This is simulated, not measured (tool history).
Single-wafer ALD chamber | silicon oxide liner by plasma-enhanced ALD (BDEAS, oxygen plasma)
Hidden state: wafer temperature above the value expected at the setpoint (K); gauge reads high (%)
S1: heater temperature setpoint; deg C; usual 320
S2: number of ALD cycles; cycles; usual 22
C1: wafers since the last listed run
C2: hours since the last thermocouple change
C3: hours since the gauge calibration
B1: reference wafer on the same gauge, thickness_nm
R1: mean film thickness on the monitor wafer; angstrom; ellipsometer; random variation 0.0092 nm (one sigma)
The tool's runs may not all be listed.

Run 1, hour 0.0: usual settings; C1 0; C2 993.4; C3 620.6; B1 2.208. Result: R1 19.73 angstrom.
Run 2, hour 115.3: usual settings; C1 1776; C2 1108.7; C3 735.9; B1 2.214. Result: R1 20.00 angstrom.
Run 3, hour 155.8: usual settings; C1 623; C2 1149.2; C3 776.4; B1 2.215. Result: R1 19.90 angstrom.
Run 4, hour 186.7: usual settings; C1 476; C2 1180.1; C3 807.3; B1 2.219. Result: R1 19.82 angstrom.
At hour 345.4: gauge calibrated.
Run 5, hour 392.7: usual settings; C1 3173; C2 1386.1; C3 47.3; B1 2.150. Result: R1 19.17 angstrom.
Run 6, hour 416.8: usual settings; C1 371; C2 1410.2; C3 71.4; B1 2.151. Result: R1 19.21 angstrom.
Run 7, hour 455.6: usual settings; C1 597; C2 1449.0; C3 110.2; B1 2.154. Result: R1 19.18 angstrom.
At hour 584.1: thermocouple changed; heater temperature recalibrated.
Run 8, hour 647.0: usual settings; C1 2825; C2 62.9; C3 301.6; B1 2.165. Result: R1 19.48 angstrom.
Run 9, hour 744.7: usual settings; C1 1505; C2 160.6; C3 399.3; B1 2.172. Result: R1 19.41 angstrom.
Run 10, hour 814.6: usual settings; C1 1076; C2 230.5; C3 469.2; B1 2.178. Result: R1 19.62 angstrom.
Run 11, hour 840.1: usual settings but S1 331 deg C; C1 392; C2 256.0; C3 494.7; B1 2.182. Result: R1 19.14 angstrom.
Run 12, hour 875.9: usual settings but S1 309 deg C; C1 551; C2 291.8; C3 530.5; B1 2.181. Result: R1 20.00 angstrom.
Run 13, hour 903.1: usual settings but S1 307 deg C, S2 20 cycles; C1 419; C2 319.0; C3 557.7; B1 2.185. Result: R1 18.15 angstrom.
Run 14, hour 1110.5: usual settings; C1 3194; C2 526.4; C3 765.1; B1 2.202. Result: R1 19.76 angstrom.
Run 15, hour 1151.0: usual settings; C1 623; C2 566.9; C3 805.6; B1 2.203. Result: R1 19.68 angstrom.
Run 16, hour 1192.4: usual settings; C1 637; C2 608.3; C3 847.0; B1 2.207. Result: R1 19.68 angstrom.
At hour 1261.9: gauge calibrated.
Run 17, hour 1264.0: usual settings but S1 306 deg C, S2 23 cycles; C1 1102; C2 679.9; C3 2.1; B1 2.169. Result: R1 20.68 angstrom.
Run 18, hour 1303.6: usual settings; C1 610; C2 719.5; C3 41.7; B1 2.172. Result: R1 19.55 angstrom.
Run 19, hour 1350.0: usual settings but S1 316 deg C, S2 18 cycles; C1 714; C2 765.9; C3 88.1; B1 2.174. Result: R1 15.93 angstrom.
Run 20, hour 1406.4: usual settings but S2 18 cycles; C1 868; C2 822.3; C3 144.5; B1 2.177. Result: R1 16.01 angstrom.
Run 21, hour 1441.6: usual settings; C1 542; C2 857.5; C3 179.7; B1 2.181. Result: R1 19.69 angstrom.
Run 22, hour 1509.6: usual settings but S1 312 deg C, S2 24 cycles; C1 1047; C2 925.5; C3 247.7; B1 2.185. Result: R1 21.39 angstrom.
Run 23, hour 1723.6: usual settings but S1 308 deg C, S2 24 cycles; C1 3296; C2 1139.5; C3 461.7; B1 2.202. Result: R1 21.78 angstrom.

Forecast each of these 5 alternatives for the next run:
Run A, hour 1724.0: usual settings; C1 6; C2 1139.9; C3 462.1; B1 ?. Result: R1 ?.
Run B, hour 1724.0: usual settings but S1 315 deg C, S2 24 cycles; C1 6; C2 1139.9; C3 462.1; B1 ?. Result: R1 ?.
Run C, hour 1724.0: usual settings but S1 329 deg C, S2 20 cycles; C1 6; C2 1139.9; C3 462.1; B1 ?. Result: R1 ?.
Run D, hour 1724.0: usual settings but S1 314 deg C, S2 18 cycles; C1 6; C2 1139.9; C3 462.1; B1 ?. Result: R1 ?.
Run E, hour 1724.0: usual settings but S1 327 deg C; C1 6; C2 1139.9; C3 462.1; B1 ?. Result: R1 ?.

run     B1     R1
  A  2.200  19.71
  B  2.200  21.64
  C  2.200  17.72
  D  2.200  16.25
  E  2.200  19.54
Without the tool's hidden state the same runs would have given:
run     R1
  A  19.35
  B  21.24
  C  17.39
  D  15.95
  E  19.18
